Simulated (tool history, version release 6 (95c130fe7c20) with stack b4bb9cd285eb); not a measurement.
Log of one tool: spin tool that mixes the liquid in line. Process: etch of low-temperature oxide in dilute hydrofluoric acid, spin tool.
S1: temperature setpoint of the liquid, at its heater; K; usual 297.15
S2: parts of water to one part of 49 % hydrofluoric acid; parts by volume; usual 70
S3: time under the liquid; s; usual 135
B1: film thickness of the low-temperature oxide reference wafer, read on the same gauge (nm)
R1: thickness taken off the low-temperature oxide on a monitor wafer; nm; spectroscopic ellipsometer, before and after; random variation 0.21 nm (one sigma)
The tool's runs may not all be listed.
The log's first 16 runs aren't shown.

| run | hour | S1 | S2 | S3 | B1 | R1 |
|---|---|---|---|---|---|---|
| 17 | 192.4 | 301.65 | 95 | 135 | 90.03 | 32.84 |
|  | 199.6 | hydrofluoric acid flow meter replaced |
| 18 | 207 | 297.15 | 70 | 135 | 90 | 44.28 |
| 19 | 253.9 | 293.15 | 90 | 135 | 89.97 | 28.33 |
| 20 | 261.7 | 297.15 | 70 | 135 | 90.03 | 44.38 |
| 21 | 276.5 | 300.15 | 60 | 170 | 89.99 | 73.62 |
| 22 | 287.2 | 293.65 | 60 | 165 | 90.03 | 55.02 |
| 23 | 302.6 | 300.15 | 85 | 185 | 90.02 | 54.63 |
| 24 | 313.3 | 297.15 | 70 | 135 | 89.98 | 43.91 |
| 25 | 321.7 | 297.15 | 70 | 135 | 89.99 | 44 |
| 26 | 327.8 | 294.15 | 100 | 160 | 90.02 | 30.99 |
| 27 | 337.7 | 299.65 | 70 | 175 | 89.97 | 62.86 |
| 28 | 346.9 | 302.15 | 70 | 135 | 89.96 | 53.13 |
| 29 | 357.7 | 300.15 | 105 | 80 | 89.97 | 18.58 |
| 30 | 371.7 | 297.15 | 70 | 135 | 90.02 | 43.79 |
| 31 | 384.3 | 297.15 | 40 | 135 | 89.96 | 79.96 |
| 32 | 420.8 | 297.15 | 70 | 135 | 90.02 | 43.33 |

Forecast each of these 5 alternatives for the next run:
| A | 421.3 | 297.15 | 70 | 135 | ? | ? |
| B | 421.3 | 297.15 | 45 | 90 | ? | ? |
| C | 421.3 | 295.15 | 70 | 70 | ? | ? |
| D | 421.3 | 300.65 | 70 | 80 | ? | ? |
| E | 421.3 | 299.65 | 70 | 80 | ? | ? |

| run | B1 | R1 |
|---|---|---|
| A | 90.01 | 43.2 |
| B | 90.01 | 46.35 |
| C | 90.01 | 20.65 |
| D | 90.01 | 29.42 |
| E | 90.01 | 28.28 |
Without the tool's hidden state the same runs would have given:
| run | R1 |
|---|---|
| A | 43.69 |
| B | 46.82 |
| C | 20.88 |
| D | 29.77 |
| E | 28.62 |

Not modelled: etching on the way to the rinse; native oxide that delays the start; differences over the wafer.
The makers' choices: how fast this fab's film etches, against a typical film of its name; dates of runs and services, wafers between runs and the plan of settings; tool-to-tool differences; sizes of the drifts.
